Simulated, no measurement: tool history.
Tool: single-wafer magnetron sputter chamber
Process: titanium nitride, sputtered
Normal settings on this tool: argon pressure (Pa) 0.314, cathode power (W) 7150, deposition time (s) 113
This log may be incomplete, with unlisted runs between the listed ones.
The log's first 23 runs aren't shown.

run,hour,argon pressure (Pa),cathode power (W),deposition time (s),wafers since the last listed run,wafers on the sputter target,hours since the last manometer calibration,hours since the magnet pack was replaced,hours since the gauge calibration,"read-back reference wafer on the same gauge, thickness_nm",mean film thickness on the monitor wafer (angstrom)
# hour 1884.6: gauge calibrated
24,1939.1,0.192,7150,98,1604,5044,138.2,1059.4,54.5,140.194,1496.96
25,2013.9,0.192,7150,113,1136,6181,213.0,1134.2,129.3,140.396,1708.31
26,2087.1,0.314,7150,135,1112,7294,286.2,1207.4,202.5,140.107,1965.73
27,2189.3,0.236,8250,113,1553,8847,388.4,1309.6,304.7,139.611,1823.20
# hour 2230.7: sputter target and shields replaced
28,2270.8,0.347,7150,125,1117,609,469.9,1391.1,386.2,139.748,1775.34
29,2359.8,0.314,7150,113,1352,1962,558.9,1480.1,475.2,139.304,1627.46
30,2406.1,0.314,8950,134,703,2666,605.2,1526.4,521.5,139.298,2183.16
31,2471.4,0.314,7150,104,992,3658,670.5,1591.7,586.8,139.667,1502.19
32,2547.9,0.314,7150,125,1162,4821,747.0,1668.2,663.3,139.274,1806.74
33,2636.9,0.248,7950,103,1352,6174,836.0,1757.2,752.3,138.870,1606.12
34,2841.3,0.415,8350,107,3106,9280,1040.4,1961.6,956.7,138.862,1607.18

4 ways to go on from here, each from the tool as it stands after run 34. What would each give?
A,2841.7,0.314,7150,113,6,9286,1040.8,1962.0,957.1,?,?
B,2841.7,0.354,7150,113,6,9286,1040.8,1962.0,957.1,?,?
C,2841.7,0.203,6650,103,6,9286,1040.8,1962.0,957.1,?,?
D,2841.7,0.407,6050,113,6,9286,1040.8,1962.0,957.1,?,?

run,"read-back reference wafer on the same gauge, thickness_nm",mean film thickness on the monitor wafer (angstrom)
A,138.374,1627.34
B,138.374,1603.04
C,138.374,1493.13
D,138.374,1450.71
Stripped of hidden state, with their random variation kept, the same runs would have yielded:
run,mean film thickness on the monitor wafer (angstrom)
A,1653.72
B,1629.03
C,1517.34
D,1474.23

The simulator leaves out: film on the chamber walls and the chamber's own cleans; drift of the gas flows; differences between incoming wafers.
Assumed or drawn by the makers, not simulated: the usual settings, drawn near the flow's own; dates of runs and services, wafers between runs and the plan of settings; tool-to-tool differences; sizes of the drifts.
